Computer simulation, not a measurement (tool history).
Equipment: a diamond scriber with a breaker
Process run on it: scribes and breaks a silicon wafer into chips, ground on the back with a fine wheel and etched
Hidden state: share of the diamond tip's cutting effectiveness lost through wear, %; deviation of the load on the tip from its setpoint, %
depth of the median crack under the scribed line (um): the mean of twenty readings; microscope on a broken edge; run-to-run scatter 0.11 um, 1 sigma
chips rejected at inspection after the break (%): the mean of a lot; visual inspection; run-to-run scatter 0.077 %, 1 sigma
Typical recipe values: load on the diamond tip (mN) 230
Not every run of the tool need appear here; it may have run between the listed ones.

| run | day | load on the diamond tip (mN) | wafers since the last listed run | hours since the diamond tip was replaced | hours since the load on the tip was calibrated | incoming depth of the damage left on the back of the incoming wafer, um | depth of the median crack under the scribed line (um) | chips rejected at inspection after the break (%) |
|---|---|---|---|---|---|---|---|---|
| 1 | 0 | 230 | 0 | 778.1 | 705.1 | 0.49 | 7.88 | 1.4 |
| 2 | 0.767 | 230 | 28 | 796.5 | 723.5 | 0.49 | 7.64 | 1.5 |
| 3 | 1.971 | 230 | 44 | 825.4 | 752.4 | 0.4 | 7.7 | 1.62 |
| 4 | 2.762 | 214 | 29 | 844.4 | 771.4 | 0.41 | 7.12 | 2.09 |
| 5 | 3.338 | 214 | 21 | 858.2 | 785.2 | 0.54 | 7.52 | 2.31 |
| 6 | 4.429 | 230 | 40 | 884.4 | 811.4 | 0.66 | 7.48 | 1.64 |
| 7 | 4.983 | 230 | 20 | 897.7 | 824.7 | 0.56 | 7.52 | 1.65 |
| 8 | 5.775 | 230 | 29 | 916.7 | 843.7 | 0.56 | 7.56 | 1.84 |
|  | 6.275 | load on the tip recalibrated |
| 9 | 7.112 | 171 | 46 | 948.8 | 20.1 | 0.7 | 5.83 | 11.22 |
| 10 | 8.125 | 283 | 37 | 973.1 | 44.4 | 0.39 | 8.31 | 1.41 |
|  | 9.246 | load on the tip recalibrated, repeated, since the last time left the tool worse |
|  | 10.329 | diamond tip replaced by a new one |
| 11 | 11.588 | 178 | 121 | 30.2 | 56.2 | 0.37 | 6.94 | 3.96 |
| 12 | 12.25 | 178 | 24 | 46.1 | 72.1 | 0.34 | 6.79 | 3.62 |
| 13 | 14.129 | 176 | 69 | 91.2 | 117.2 | 0.66 | 6.79 | 4.07 |
| 14 | 14.642 | 208 | 18 | 103.5 | 129.5 | 0.63 | 7.66 | 1.81 |

The tool's hidden state at each run:
share of the diamond tip's cutting effectiveness lost through wear, %: 0 at every run
H1: deviation of the load on the tip from its setpoint, %
| run | H1 |
|---|---|
| 1 | -6.53 |
| 2 | -6.99 |
| 3 | -7.74 |
| 4 | -8.25 |
| 5 | -8.63 |
| 6 | -9.36 |
| 7 | -9.74 |
| 8 | -10.3 |
| 9 | -19.4 |
| 10 | -19.4 |
| 11 | -0.763 |
| 12 | -0.799 |
| 13 | -0.949 |
| 14 | -1 |
